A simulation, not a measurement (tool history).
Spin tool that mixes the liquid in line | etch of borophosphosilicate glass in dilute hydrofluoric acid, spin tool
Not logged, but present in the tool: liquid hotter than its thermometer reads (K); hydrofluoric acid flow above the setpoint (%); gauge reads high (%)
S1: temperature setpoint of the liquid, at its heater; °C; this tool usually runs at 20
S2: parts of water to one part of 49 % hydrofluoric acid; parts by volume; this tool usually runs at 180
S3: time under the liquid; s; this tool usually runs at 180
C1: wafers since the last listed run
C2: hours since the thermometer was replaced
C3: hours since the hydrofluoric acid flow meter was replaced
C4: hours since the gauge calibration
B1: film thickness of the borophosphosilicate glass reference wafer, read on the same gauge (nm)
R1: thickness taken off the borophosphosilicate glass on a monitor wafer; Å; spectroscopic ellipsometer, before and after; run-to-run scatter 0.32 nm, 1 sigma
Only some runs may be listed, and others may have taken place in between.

Run 1, hour 0: usual settings; C1 0; C2 162.7; C3 2030.7; C4 1496.6; B1 50.02. Result: R1 421.1 Å.
Run 2, hour 37.1: usual settings; C1 198; C2 199.8; C3 2067.8; C4 1533.7; B1 49.95. Result: R1 424.9 Å.
Run 3, hour 78.4: usual settings; C1 221; C2 241.1; C3 2109.1; C4 1575; B1 49.97. Result: R1 422.2 Å.
Run 4, hour 137.4: usual settings; C1 315; C2 300.1; C3 2168.1; C4 1634; B1 50.03. Result: R1 434.2 Å.
Run 5, hour 234: usual settings; C1 517; C2 396.7; C3 2264.7; C4 1730.6; B1 50. Result: R1 426.6 Å.
Run 6, hour 290.3: usual settings but S1 17 °C, S3 95 s; C1 301; C2 453; C3 2321; C4 1786.9; B1 50.02. Result: R1 202.4 Å.
Run 7, hour 359.6: usual settings but S2 160 parts by volume, S3 100 s; C1 371; C2 522.3; C3 2390.3; C4 1856.2; B1 50. Result: R1 278 Å.
Run 8, hour 463.7: usual settings; C1 557; C2 626.4; C3 2494.4; C4 1960.3; B1 50.03. Result: R1 435.1 Å.
At hour 480: gauge calibrated.
Run 9, hour 503: usual settings but S3 230 s; C1 210; C2 665.7; C3 2533.7; C4 23; B1 50.01. Result: R1 564.9 Å.
At hour 531: hydrofluoric acid flow meter replaced.
Run 10, hour 603: usual settings but S3 230 s; C1 530; C2 765.7; C3 72; C4 123; B1 50.01. Result: R1 561.8 Å.
Run 11, hour 639.3: usual settings; C1 194; C2 802; C3 108.3; C4 159.3; B1 49.99. Result: R1 445.6 Å.
Run 12, hour 700.9: usual settings; C1 329; C2 863.6; C3 169.9; C4 220.9; B1 50.02. Result: R1 445.9 Å.
Run 13, hour 792: usual settings but S3 210 s; C1 487; C2 954.7; C3 261; C4 312; B1 50.01. Result: R1 513 Å.
Run 14, hour 840: usual settings but S1 17 °C, S2 140 parts by volume, S3 115 s; C1 257; C2 1002.7; C3 309; C4 360; B1 50.01. Result: R1 344.8 Å.
Run 15, hour 879.7: usual settings; C1 212; C2 1042.4; C3 348.7; C4 399.7; B1 50. Result: R1 447.9 Å.
Run 16, hour 935.3: usual settings but S1 17 °C, S2 240 parts by volume, S3 220 s; C1 297; C2 1098; C3 404.3; C4 455.3; B1 49.99. Result: R1 352.8 Å.
Run 17, hour 973: usual settings but S1 18 °C; C1 201; C2 1135.7; C3 442; C4 493; B1 49.97. Result: R1 420.7 Å.
Run 18, hour 1065: usual settings but S1 17 °C, S2 230 parts by volume; C1 492; C2 1227.7; C3 534; C4 585; B1 50.01. Result: R1 304 Å.
Run 19, hour 1126.9: usual settings but S2 125 parts by volume, S3 290 s; C1 331; C2 1289.6; C3 595.9; C4 646.9; B1 49.99. Result: R1 1150.5 Å.
At hour 1222.2: thermometer replaced.
Run 20, hour 1226.5: usual settings; C1 527; C2 4.3; C3 695.5; C4 746.5; B1 50. Result: R1 409.6 Å.
Run 21, hour 1301.1: usual settings but S3 255 s; C1 399; C2 78.9; C3 770.1; C4 821.1; B1 50. Result: R1 591.2 Å.
Run 22, hour 1348.8: usual settings but S1 21.5 °C, S2 125 parts by volume, S3 280 s; C1 255; C2 126.6; C3 817.8; C4 868.8; B1 49.99. Result: R1 1054.6 Å.
Run 23, hour 1410.4: usual settings but S2 250 parts by volume; C1 329; C2 188.2; C3 879.4; C4 930.4; B1 49.98. Result: R1 282.1 Å.
Run 24, hour 1557.3: usual settings; C1 786; C2 335.1; C3 1026.3; C4 1077.3; B1 50. Result: R1 423.3 Å.

What if the next run were any one of these 3? Each begins from the tool's condition after run 24:
Run A, hour 1557.8: usual settings but S3 240 s; C1 2; C2 335.6; C3 1026.8; C4 1077.8; B1 ?. Result: R1 ?.
Run B, hour 1557.8: usual settings but S1 22.5 °C, S2 230 parts by volume; C1 2; C2 335.6; C3 1026.8; C4 1077.8; B1 ?. Result: R1 ?.
Run C, hour 1557.8: usual settings but S1 21.5 °C; C1 2; C2 335.6; C3 1026.8; C4 1077.8; B1 ?. Result: R1 ?.

run     B1     R1
  A  50.05  572.6
  B  50.05  350.9
  C  50.05    455
Without the tool's unlogged condition, the same runs would have read:
run     R1
  A  556.8
  B  341.7
  C  442.6

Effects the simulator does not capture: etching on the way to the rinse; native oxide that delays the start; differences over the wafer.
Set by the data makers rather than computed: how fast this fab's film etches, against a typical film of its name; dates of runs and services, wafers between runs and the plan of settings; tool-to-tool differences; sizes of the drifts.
